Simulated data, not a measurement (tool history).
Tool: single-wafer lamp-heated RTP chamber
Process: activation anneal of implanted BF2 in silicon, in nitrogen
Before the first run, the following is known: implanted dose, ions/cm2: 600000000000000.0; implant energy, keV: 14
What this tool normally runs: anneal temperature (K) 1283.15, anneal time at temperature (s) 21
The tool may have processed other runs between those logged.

run,hour,anneal temperature (K),anneal time at temperature (s),"read-back reference wafer on the same gauge, sheet resistance",sheet resistance of the implanted and annealed layer (ohm/square)
1,0.0,1283.15,21,217.85,213.58
2,13.1,1283.15,21,218.09,213.69
3,32.4,1283.15,21,217.94,213.64
4,59.0,1275.15,28,218.20,212.92
5,80.1,1275.15,28,217.91,211.15
6,115.8,1275.15,28,217.70,211.75
7,138.4,1283.15,18,217.97,214.71
8,194.2,1283.15,18,218.00,212.10
9,229.8,1283.15,21,217.77,205.51
10,244.4,1283.15,21,218.11,207.25
11,278.8,1291.15,27,217.75,209.05
12,289.6,1301.15,33,218.20,197.75
13,317.1,1254.15,11,218.07,267.76
14,353.7,1294.15,17,217.93,214.25
15,370.0,1283.15,21,217.76,217.59
16,387.0,1297.15,13,218.02,216.50
17,411.8,1294.15,29,218.10,203.84
18,441.5,1312.15,33,218.01,189.85
19,465.0,1296.15,25,218.01,205.96
20,482.6,1301.15,15,217.64,209.49
21,546.9,1283.15,21,217.80,217.65

Not shown: 4 entries that the log had between the listed runs. Between which runs, and how does the tool's hidden state differ before and after?
Logged between run 7 and run 8: pyrometer window cleaned and pyrometer calibrated (hour 175.8); gauge calibrated (hour 187.3)
  true wafer temperature minus pyrometer reading, K: 9.23 -> 15.5
  difference, measured minus the result without the unlogged condition, sheet resistance of the implanted and annealed layer (ohm/square): -6.77 -> -11.41
Logged between run 10 and run 11: pyrometer window cleaned and pyrometer calibrated, repeated, since the last time left the tool worse (hour 278.3)
  true wafer temperature minus pyrometer reading, K: 15.5 -> 0.749
  difference, measured minus the result without the unlogged condition, sheet resistance of the implanted and annealed layer (ohm/square): -11.26 -> -0.54
Logged between run 13 and run 14: reflector plate cleaned (hour 353.2)
  true wafer temperature minus pyrometer reading, K: 0.771 -> 0.832
  difference, measured minus the result without the unlogged condition, sheet resistance of the implanted and annealed layer (ohm/square): -1.33 -> -0.61

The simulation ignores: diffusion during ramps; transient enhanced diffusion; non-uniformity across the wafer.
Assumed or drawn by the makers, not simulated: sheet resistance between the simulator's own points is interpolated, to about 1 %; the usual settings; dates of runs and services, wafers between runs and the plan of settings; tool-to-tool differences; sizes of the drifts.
